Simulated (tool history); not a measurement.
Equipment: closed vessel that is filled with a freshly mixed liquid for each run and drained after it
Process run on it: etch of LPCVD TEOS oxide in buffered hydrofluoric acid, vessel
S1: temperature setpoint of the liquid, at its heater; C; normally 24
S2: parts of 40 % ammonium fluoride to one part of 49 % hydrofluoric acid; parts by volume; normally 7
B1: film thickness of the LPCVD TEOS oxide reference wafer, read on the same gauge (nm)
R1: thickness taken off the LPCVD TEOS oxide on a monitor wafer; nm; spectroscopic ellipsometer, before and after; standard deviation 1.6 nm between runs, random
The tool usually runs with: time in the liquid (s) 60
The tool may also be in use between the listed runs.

Run 1, hour 0: usual settings; B1 69.99. Result: R1 207.69 nm.
Run 2, hour 42.9: usual settings; B1 70.02. Result: R1 204.87 nm.
Run 3, hour 104.6: usual settings; B1 70.03. Result: R1 204.24 nm.
Run 4, hour 130: usual settings but S2 8.5 parts by volume; B1 69.99. Result: R1 167.83 nm.
Run 5, hour 199.1: usual settings but S2 8.5 parts by volume; B1 69.99. Result: R1 167.81 nm.
Run 6, hour 232.5: usual settings; B1 70. Result: R1 205.51 nm.
Run 7, hour 262.8: usual settings; B1 69.99. Result: R1 207.6 nm.
Run 8, hour 309.1: usual settings; B1 69.99. Result: R1 208.08 nm.
Run 9, hour 360.9: usual settings but S2 8.5 parts by volume, time in the liquid (s) 45; B1 70. Result: R1 127.38 nm.
At hour 378.2: gauge calibrated.
At hour 387.4: hydrofluoric acid flow meter replaced.
Run 10, hour 413.7: usual settings but S2 8.5 parts by volume, time in the liquid (s) 45; B1 70. Result: R1 128.69 nm.
Run 11, hour 485.4: usual settings; B1 69.99. Result: R1 212.56 nm.
Run 12, hour 519.3: usual settings but S1 19.5 C; B1 70.01. Result: R1 165.61 nm.
Run 13, hour 584.7: usual settings but S1 21 C, S2 10 parts by volume, time in the liquid (s) 45; B1 70.01. Result: R1 98.74 nm.
Run 14, hour 609.2: usual settings but S2 6 parts by volume, time in the liquid (s) 45; B1 70.01. Result: R1 185.2 nm.
Run 15, hour 648.8: usual settings but S2 6 parts by volume, time in the liquid (s) 90; B1 70. Result: R1 368.04 nm.
Run 16, hour 708.6: usual settings but S1 19 C, S2 8 parts by volume, time in the liquid (s) 75; B1 70. Result: R1 180.25 nm.
At hour 752.5: thermometer replaced.
Run 17, hour 769.4: usual settings; B1 70. Result: R1 188.77 nm.
Run 18, hour 941.3: usual settings; B1 70. Result: R1 189.84 nm.
Run 19, hour 1007.5: usual settings but S1 28.5 C; B1 70. Result: R1 244.08 nm.
Run 20, hour 1070.1: usual settings; B1 70. Result: R1 194.63 nm.

Alternative continuations, all from the tool just after run 20; predict every row:
Run A, hour 1070.8: usual settings; B1 ?. Result: R1 ?.
Run B, hour 1070.8: usual settings but S1 22 C, S2 8 parts by volume, time in the liquid (s) 40; B1 ?. Result: R1 ?.
Run C, hour 1070.8: usual settings but S2 9 parts by volume, time in the liquid (s) 35; B1 ?. Result: R1 ?.
Run D, hour 1070.8: usual settings but S1 22.5 C, S2 9 parts by volume, time in the liquid (s) 35; B1 ?. Result: R1 ?.
Run E, hour 1070.8: usual settings but S1 27.5 C, S2 5 parts by volume, time in the liquid (s) 30; B1 ?. Result: R1 ?.

run     B1      R1
  A  69.98  193.24
  B  69.98   99.98
  C  69.98   85.88
  D  69.98   79.13
  E  69.98  155.38
With no hidden state in the tool, these same runs would have given:
run      R1
  A  187.44
  B   96.94
  C    83.3
  D   76.73
  E  150.83
